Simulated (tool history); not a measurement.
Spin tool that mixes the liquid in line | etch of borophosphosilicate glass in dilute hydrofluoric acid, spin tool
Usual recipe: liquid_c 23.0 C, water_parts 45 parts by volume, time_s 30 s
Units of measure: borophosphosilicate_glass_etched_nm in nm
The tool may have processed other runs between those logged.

run,hour,liquid_c,water_parts,time_s,"read-back film thickness of the borophosphosilicate glass reference wafer, read on the same gauge (nm)",borophosphosilicate_glass_etched_nm
1,0.0,23.0,45,30,140.02,44.84
2,32.1,23.0,45,30,139.99,45.76
3,97.3,23.0,45,30,140.02,45.81
4,136.6,23.0,45,30,139.99,45.23
5,170.0,19.5,45,30,139.97,38.97
6,194.2,19.5,45,30,140.00,39.10
7,233.0,19.5,45,30,140.00,39.66
8,296.3,23.0,45,35,139.97,53.00
9,350.6,18.5,50,30,140.00,33.51
10,376.0,23.0,35,30,140.01,59.22
11,443.1,21.5,55,20,140.01,23.19
12,476.9,23.0,25,15,139.98,42.45
13,531.7,18.5,35,20,140.03,32.87
14,601.2,24.5,25,20,140.02,58.70
15,724.9,25.0,30,15,140.01,37.36
16,763.7,23.0,45,30,140.01,45.04
17,793.4,25.0,30,15,139.97,37.70
18,861.4,20.0,30,15,140.00,30.59
19,1035.2,23.0,45,30,140.03,45.63
20,1089.4,23.0,45,45,140.02,68.56
21,1121.0,26.5,35,15,140.00,34.03
22,1160.4,25.0,30,15,140.00,37.91
23,1230.9,23.0,45,30,139.97,44.66
24,1274.8,23.0,30,50,140.01,115.85
25,1338.3,27.5,65,30,139.97,36.46
26,1374.9,23.0,45,30,139.98,45.39
27,1435.7,23.0,45,30,140.01,45.66
28,1488.2,19.0,45,20,140.00,24.90
29,1558.1,25.5,60,20,140.02,24.64
30,1619.1,18.0,65,30,139.96,25.01
31,1675.0,27.5,65,15,140.01,18.35

Missing from the log above: 4 entries noted between runs. For each, name the pair of listed runs it sits between and say how the tool's hidden condition differs from the listed run just before to the listed run just after:
After run 11, before run 12: gauge calibrated (hour 463.5)
  both runs share identical hidden conditions
After run 13, before run 14: thermometer replaced (hour 563.1)
  both runs share identical hidden conditions
After run 14, before run 15: hydrofluoric acid flow meter replaced (hour 676.3)
  both runs share identical hidden conditions
After run 29, before run 30: hydrofluoric acid flow meter replaced (hour 1612.7)
  both runs share identical hidden conditions

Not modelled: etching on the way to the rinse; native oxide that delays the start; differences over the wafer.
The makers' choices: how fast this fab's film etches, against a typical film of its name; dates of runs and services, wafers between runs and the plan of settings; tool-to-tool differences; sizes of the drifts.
